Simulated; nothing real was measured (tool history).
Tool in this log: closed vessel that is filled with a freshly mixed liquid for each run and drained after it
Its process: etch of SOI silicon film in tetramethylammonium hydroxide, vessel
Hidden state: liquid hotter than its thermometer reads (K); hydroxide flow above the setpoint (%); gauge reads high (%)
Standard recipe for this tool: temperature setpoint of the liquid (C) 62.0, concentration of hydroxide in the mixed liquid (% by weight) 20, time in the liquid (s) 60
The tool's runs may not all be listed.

run,hour,temperature setpoint of the liquid (C),concentration of hydroxide in the mixed liquid (% by weight),time in the liquid (s),wafers since the last listed run,hours since the thermometer was replaced,hours since the hydroxide flow meter was replaced,hours since the gauge calibration,"read-back film thickness of the SOI silicon film reference wafer, read on the same gauge (nm)",thickness taken off the SOI silicon film on a monitor wafer (Å)
1,0.0,62.0,20,85,0,1025.3,962.0,16.9,129.99,3244.0
2,6.8,62.0,20,85,954,1032.1,968.8,23.7,130.03,3247.9
3,14.5,62.0,20,85,1080,1039.8,976.5,31.4,130.03,3257.5
4,22.7,57.5,20,60,1151,1048.0,984.7,39.6,129.99,1738.3
5,37.6,57.5,20,60,2091,1062.9,999.6,54.5,130.01,1740.6
6,48.4,62.0,20,60,1516,1073.7,1010.4,65.3,129.99,2313.5
# hour 52.2: hydroxide flow meter replaced
7,57.6,62.0,20,60,1151,1082.9,5.4,74.5,130.03,2299.7
8,70.8,62.0,20,60,1853,1096.1,18.6,87.7,130.01,2299.5
9,76.9,59.0,16,60,856,1102.2,24.7,93.8,129.99,2106.4
# hour 77.4: gauge calibrated
10,83.1,62.0,20,85,870,1108.4,30.9,5.7,130.01,3283.0
# hour 91.7: thermometer replaced
11,93.0,66.0,15,60,1249,1.3,40.8,15.6,130.00,2830.1

Run 12 is up next; what results do you expect?
12,106.8,62.0,23,40,1937,15.1,54.6,29.4,?,?

read-back film thickness of the SOI silicon film reference wafer, read on the same gauge (nm): 130.01
thickness taken off the SOI silicon film on a monitor wafer (Å): 1206.2
Were there no unlogged condition in the tool, this run, its random variation unchanged, would have produced thickness taken off the SOI silicon film on a monitor wafer (Å) 1198.1.
